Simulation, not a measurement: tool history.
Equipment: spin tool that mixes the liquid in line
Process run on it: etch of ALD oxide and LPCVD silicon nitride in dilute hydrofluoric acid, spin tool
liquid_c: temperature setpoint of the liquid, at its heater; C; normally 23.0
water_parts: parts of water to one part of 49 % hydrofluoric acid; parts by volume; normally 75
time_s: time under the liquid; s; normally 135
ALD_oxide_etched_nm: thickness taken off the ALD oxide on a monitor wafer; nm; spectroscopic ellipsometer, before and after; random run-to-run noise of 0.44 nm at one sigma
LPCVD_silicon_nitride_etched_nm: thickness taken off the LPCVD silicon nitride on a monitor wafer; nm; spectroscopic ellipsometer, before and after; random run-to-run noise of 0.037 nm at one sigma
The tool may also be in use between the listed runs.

| run | hour | liquid_c | water_parts | time_s | read-back film thickness of the ALD oxide reference wafer, read on the same gauge (nm) | read-back film thickness of the LPCVD silicon nitride reference wafer, read on the same gauge (nm) | ALD_oxide_etched_nm | LPCVD_silicon_nitride_etched_nm |
|---|---|---|---|---|---|---|---|---|
| 1 | 0.0 | 23.0 | 75 | 135 | 129.99 | 69.982 | 53.35 | 0.811 |
| 2 | 11.1 | 23.0 | 75 | 135 | 130.01 | 69.974 | 52.93 | 0.735 |
| 3 | 24.4 | 23.0 | 105 | 135 | 130.01 | 69.958 | 36.84 | 0.559 |
| 4 | 36.9 | 21.0 | 45 | 135 | 130.01 | 70.019 | 85.32 | 1.152 |
| 5 | 54.7 | 21.0 | 45 | 135 | 130.00 | 69.968 | 85.47 | 1.075 |
| 6 | 60.8 | 23.0 | 75 | 135 | 129.99 | 69.987 | 52.60 | 0.725 |
| 7 | 76.2 | 23.0 | 75 | 105 | 130.00 | 70.022 | 41.03 | 0.622 |
| 8 | 84.1 | 23.0 | 75 | 135 | 130.00 | 70.031 | 52.64 | 0.755 |
| 9 | 93.4 | 23.0 | 75 | 135 | 130.01 | 70.017 | 52.83 | 0.849 |
| 10 | 108.9 | 26.0 | 75 | 135 | 129.99 | 69.963 | 59.01 | 0.887 |
| 11 | 124.8 | 26.0 | 75 | 135 | 130.00 | 70.015 | 58.92 | 0.966 |
| 12 | 134.0 | 23.0 | 75 | 135 | 130.01 | 69.979 | 51.91 | 0.726 |
| 13 | 151.8 | 25.0 | 75 | 135 | 129.99 | 70.023 | 56.46 | 0.834 |
| 14 | 158.2 | 18.5 | 110 | 80 | 129.99 | 69.987 | 16.75 | 0.208 |
| 15 | 168.5 | 19.5 | 90 | 135 | 130.00 | 70.013 | 36.44 | 0.504 |
|  | 170.6 | thermometer replaced |
| 16 | 178.2 | 23.0 | 95 | 200 | 130.00 | 70.011 | 58.14 | 0.887 |
|  | 185.2 | hydrofluoric acid flow meter replaced |
| 17 | 187.9 | 27.0 | 100 | 70 | 130.00 | 70.000 | 25.58 | 0.402 |
| 18 | 217.0 | 23.0 | 75 | 135 | 130.00 | 69.990 | 57.53 | 0.848 |
| 19 | 228.4 | 23.0 | 75 | 135 | 129.99 | 70.015 | 57.23 | 0.815 |
|  | 234.0 | gauge calibrated |
| 20 | 243.6 | 19.5 | 110 | 165 | 130.00 | 70.006 | 39.81 | 0.590 |
| 21 | 253.2 | 23.0 | 75 | 170 | 129.98 | 69.984 | 71.75 | 1.033 |
| 22 | 262.4 | 23.0 | 75 | 200 | 130.02 | 69.958 | 83.77 | 1.329 |
| 23 | 273.5 | 23.0 | 75 | 135 | 130.01 | 70.063 | 55.96 | 0.794 |
| 24 | 282.8 | 23.0 | 75 | 135 | 130.00 | 69.955 | 56.39 | 0.781 |
| 25 | 299.8 | 23.0 | 75 | 135 | 130.01 | 69.979 | 57.23 | 0.800 |
| 26 | 309.7 | 23.0 | 110 | 210 | 130.00 | 69.984 | 56.81 | 0.893 |

Predict each of these 4 candidate next runs independently; none follows another, all start after run 26:
| A | 310.2 | 23.0 | 75 | 135 | ? | ? | ? | ? |
| B | 310.2 | 23.0 | 75 | 55 | ? | ? | ? | ? |
| C | 310.2 | 19.5 | 110 | 135 | ? | ? | ? | ? |
| D | 310.2 | 23.0 | 75 | 90 | ? | ? | ? | ? |

| run | read-back film thickness of the ALD oxide reference wafer, read on the same gauge (nm) | read-back film thickness of the LPCVD silicon nitride reference wafer, read on the same gauge (nm) | ALD_oxide_etched_nm | LPCVD_silicon_nitride_etched_nm |
|---|---|---|---|---|
| A | 130.00 | 69.973 | 56.60 | 0.773 |
| B | 130.00 | 69.973 | 23.06 | 0.315 |
| C | 130.00 | 69.973 | 32.09 | 0.419 |
| D | 130.00 | 69.973 | 37.74 | 0.515 |
With no hidden state in the tool, these same runs would have given:
| run | ALD_oxide_etched_nm | LPCVD_silicon_nitride_etched_nm |
|---|---|---|
| A | 58.74 | 0.799 |
| B | 23.93 | 0.326 |
| C | 33.33 | 0.433 |
| D | 39.16 | 0.533 |

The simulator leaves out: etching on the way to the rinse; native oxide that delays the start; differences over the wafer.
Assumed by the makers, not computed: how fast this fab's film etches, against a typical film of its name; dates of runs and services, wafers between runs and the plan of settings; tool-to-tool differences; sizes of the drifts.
